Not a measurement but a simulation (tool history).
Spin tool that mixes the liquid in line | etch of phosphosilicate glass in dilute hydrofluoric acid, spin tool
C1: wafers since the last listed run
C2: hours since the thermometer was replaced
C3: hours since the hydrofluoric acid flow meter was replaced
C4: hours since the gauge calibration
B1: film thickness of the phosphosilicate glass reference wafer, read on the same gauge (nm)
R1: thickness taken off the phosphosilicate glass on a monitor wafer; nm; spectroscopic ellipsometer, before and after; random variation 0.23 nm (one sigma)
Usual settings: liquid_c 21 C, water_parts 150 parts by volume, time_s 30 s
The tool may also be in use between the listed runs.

run 1 hour=0 | liquid_c=21 water_parts=150 time_s=30 | C1=0 C2=342.8 C3=33.2 C4=539.7 | B1=100.01 | R1=34.02
run 2 hour=38.1 | liquid_c=21 water_parts=150 time_s=30 | C1=452 C2=380.9 C3=71.3 C4=577.8 | B1=99.95 | R1=34.15
run 3 hour=102.3 | liquid_c=21 water_parts=150 time_s=30 | C1=762 C2=445.1 C3=135.5 C4=642 | B1=100 | R1=34.22
run 4 hour=173.9 | liquid_c=21 water_parts=150 time_s=30 | C1=850 C2=516.7 C3=207.1 C4=713.6 | B1=99.99 | R1=34.29
run 5 hour=202 | liquid_c=21 water_parts=150 time_s=30 | C1=333 C2=544.8 C3=235.2 C4=741.7 | B1=99.98 | R1=34.11
run 6 hour=255.1 | liquid_c=21 water_parts=150 time_s=30 | C1=631 C2=597.9 C3=288.3 C4=794.8 | B1=100 | R1=34.2
run 7 hour=294.6 | liquid_c=21 water_parts=105 time_s=30 | C1=469 C2=637.4 C3=327.8 C4=834.3 | B1=100.03 | R1=50.96
-- hour=312.7 thermometer replaced
run 8 hour=332 | liquid_c=21 water_parts=150 time_s=30 | C1=432 C2=19.3 C3=365.2 C4=871.7 | B1=100.02 | R1=33.92
run 9 hour=382.2 | liquid_c=21 water_parts=150 time_s=30 | C1=596 C2=69.5 C3=415.4 C4=921.9 | B1=99.97 | R1=34.02
-- hour=392.7 gauge calibrated
run 10 hour=417.8 | liquid_c=21 water_parts=150 time_s=30 | C1=423 C2=105.1 C3=451 C4=25.1 | B1=100 | R1=34.27
run 11 hour=475.9 | liquid_c=21 water_parts=150 time_s=30 | C1=690 C2=163.2 C3=509.1 C4=83.2 | B1=100.01 | R1=33.99
run 12 hour=524.7 | liquid_c=24.5 water_parts=80 time_s=45 | C1=579 C2=212 C3=557.9 C4=132 | B1=100.02 | R1=120.42
run 13 hour=588.6 | liquid_c=21 water_parts=185 time_s=20 | C1=759 C2=275.9 C3=621.8 C4=195.9 | B1=100.03 | R1=17.83
run 14 hour=626.7 | liquid_c=17.5 water_parts=150 time_s=45 | C1=452 C2=314 C3=659.9 C4=234 | B1=99.99 | R1=44.26
run 15 hour=686.4 | liquid_c=21 water_parts=150 time_s=30 | C1=709 C2=373.7 C3=719.6 C4=293.7 | B1=100.01 | R1=33.97
run 16 hour=757.6 | liquid_c=21 water_parts=150 time_s=30 | C1=846 C2=444.9 C3=790.8 C4=364.9 | B1=99.96 | R1=34.1
run 17 hour=790.2 | liquid_c=21 water_parts=185 time_s=30 | C1=387 C2=477.5 C3=823.4 C4=397.5 | B1=100 | R1=26.55
-- hour=796.7 hydrofluoric acid flow meter replaced
run 18 hour=823.8 | liquid_c=21 water_parts=150 time_s=30 | C1=387 C2=511.1 C3=27.1 C4=431.1 | B1=100.01 | R1=33.73
run 19 hour=876.1 | liquid_c=21 water_parts=150 time_s=30 | C1=621 C2=563.4 C3=79.4 C4=483.4 | B1=100.01 | R1=34.01
run 20 hour=919.3 | liquid_c=23.5 water_parts=120 time_s=15 | C1=513 C2=606.6 C3=122.6 C4=526.6 | B1=100.05 | R1=24.27
-- hour=965.9 thermometer replaced
run 21 hour=976.1 | liquid_c=21 water_parts=150 time_s=50 | C1=663 C2=10.2 C3=179.4 C4=583.4 | B1=100 | R1=56.53
run 22 hour=1010.8 | liquid_c=23.5 water_parts=150 time_s=30 | C1=412 C2=44.9 C3=214.1 C4=618.1 | B1=100 | R1=37.41

Forecast each of these 4 alternatives for the next run:
run A hour=1011.2 | liquid_c=21 water_parts=150 time_s=45 | C1=4 C2=45.3 C3=214.5 C4=618.5 | B1=? | R1=?
run B hour=1011.2 | liquid_c=23 water_parts=115 time_s=30 | C1=4 C2=45.3 C3=214.5 C4=618.5 | B1=? | R1=?
run C hour=1011.2 | liquid_c=17.5 water_parts=110 time_s=30 | C1=4 C2=45.3 C3=214.5 C4=618.5 | B1=? | R1=?
run D hour=1011.2 | liquid_c=25 water_parts=110 time_s=15 | C1=4 C2=45.3 C3=214.5 C4=618.5 | B1=? | R1=?

run=A B1=99.99 R1=51.17
run=B B1=99.99 R1=50.07
run=C B1=99.99 R1=42.09
run=D B1=99.99 R1=28.48
Without the tool's hidden state the same runs would have given:
run=A R1=51.17
run=B R1=50.07
run=C R1=42.09
run=D R1=28.48
